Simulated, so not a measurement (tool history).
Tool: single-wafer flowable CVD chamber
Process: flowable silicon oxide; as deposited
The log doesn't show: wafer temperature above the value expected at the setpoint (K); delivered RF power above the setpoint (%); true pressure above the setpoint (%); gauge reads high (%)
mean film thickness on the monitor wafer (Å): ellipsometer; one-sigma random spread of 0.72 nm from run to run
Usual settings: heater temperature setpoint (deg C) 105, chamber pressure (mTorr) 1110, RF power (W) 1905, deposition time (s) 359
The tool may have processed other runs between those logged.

run	day	heater temperature setpoint (deg C)	chamber pressure (mTorr)	RF power (W)	deposition time (s)	wafers since the last listed run	hours since the last thermocouple change	hours since the last RF generator calibration	hours since the last manometer calibration	hours since the showerhead was replaced	hours since the gauge calibration	read-back reference wafer on the same gauge, thickness_nm	mean film thickness on the monitor wafer (Å)
1	0.000	105	1230	1905	344	0	2065.5	1095.8	2100.8	2484.1	37.0	340.993	3184.96
2	0.496	105	1230	1905	344	50	2077.4	1107.7	2112.7	2496.0	48.9	341.050	3190.41
3	1.117	105	1230	1905	344	63	2092.3	1122.6	2127.6	2510.9	63.8	341.075	3190.15
4	1.562	105	1110	2165	359	45	2103.0	1133.3	2138.3	2521.6	74.5	340.923	3090.46
5	1.946	105	1110	2165	359	39	2112.2	1142.5	2147.5	2530.8	83.7	340.936	3081.51
6	2.304	105	1110	2205	359	36	2120.8	1151.1	2156.1	2539.4	92.3	340.785	3099.90
7	2.571	105	940	1905	359	27	2127.2	1157.5	2162.5	2545.8	98.7	340.865	2518.93
8	3.058	105	1290	1905	359	49	2138.9	1169.2	2174.2	2557.5	110.4	341.240	3496.25
9	3.496	105	1290	1905	359	44	2149.4	1179.7	2184.7	2568.0	120.9	341.089	3495.51
10	4.075	105	1290	1905	359	59	2163.3	1193.6	2198.6	2581.9	134.8	341.125	3495.49
11	4.779	105	1110	1905	359	72	2180.2	1210.5	2215.5	2598.8	151.7	340.939	3001.69
# day 5.188: capacitance manometer re-zeroed and calibrated
12	5.271	105	1110	1905	359	16	2192.0	1222.3	2.0	2610.6	163.5	341.241	2995.91
13	5.812	105	1110	1905	359	55	2205.0	1235.3	15.0	2623.6	176.5	341.135	2999.76
# day 6.325: RF generator calibrated
14	6.346	115	1110	1905	359	20	2217.8	0.5	27.8	2636.4	189.3	341.056	2257.44
15	6.867	105	1110	1905	359	53	2230.3	13.0	40.3	2648.9	201.8	340.970	2996.86
16	7.238	105	1110	1905	359	38	2239.2	21.9	49.2	2657.8	210.7	340.743	2993.87
# day 7.438: gauge calibrated
# day 7.979: thermocouple changed; heater temperature recalibrated
# day 8.133: showerhead replaced
17	8.154	111	960	2015	392	43	4.2	43.9	71.2	0.5	17.2	341.015	2406.29
18	9.812	105	1190	2095	359	170	44.0	83.7	111.0	40.3	57.0	341.282	3278.98
19	10.371	118	860	1905	340	57	57.4	97.1	124.4	53.7	70.4	340.760	1515.24
20	11.025	105	1110	1905	336	67	73.1	112.8	140.1	69.4	86.1	341.244	2817.60
21	11.417	105	1110	1905	359	40	82.5	122.2	149.5	78.8	95.5	340.560	2996.94
22	11.838	110	1380	1905	412	43	92.6	132.3	159.6	88.9	105.6	341.103	3690.93
23	13.029	105	1330	1630	402	122	121.2	160.9	188.2	117.5	134.2	341.114	3854.46
24	13.492	95	1110	2155	359	47	132.3	172.0	199.3	128.6	145.3	340.688	4127.72
25	14.229	105	1110	2240	315	75	150.0	189.7	217.0	146.3	163.0	340.917	2724.62
26	14.717	105	1360	1540	359	49	161.7	201.4	228.7	158.0	174.7	341.064	3452.26
27	15.333	114	1110	1750	359	63	176.5	216.2	243.5	172.8	189.5	340.841	2268.27
28	15.825	105	1110	1905	359	50	188.3	228.0	255.3	184.6	201.3	341.038	3005.82

Consider 3 possible next runs. They are alternatives, not a sequence: every one starts from the tool as it was left by run 28. What does each give?
A	15.846	105	1020	1905	359	2	188.8	228.5	255.8	185.1	201.8	?	?
B	15.846	95	880	1730	389	2	188.8	228.5	255.8	185.1	201.8	?	?
C	15.846	114	1110	2170	407	2	188.8	228.5	255.8	185.1	201.8	?	?

run	read-back reference wafer on the same gauge, thickness_nm	mean film thickness on the monitor wafer (Å)
A	341.077	2766.09
B	341.077	3342.22
C	341.077	2715.99
With the hidden condition removed and each run's random variation left untouched, the same runs would have given:
run	mean film thickness on the monitor wafer (Å)
A	2766.09
B	3342.22
C	2715.99
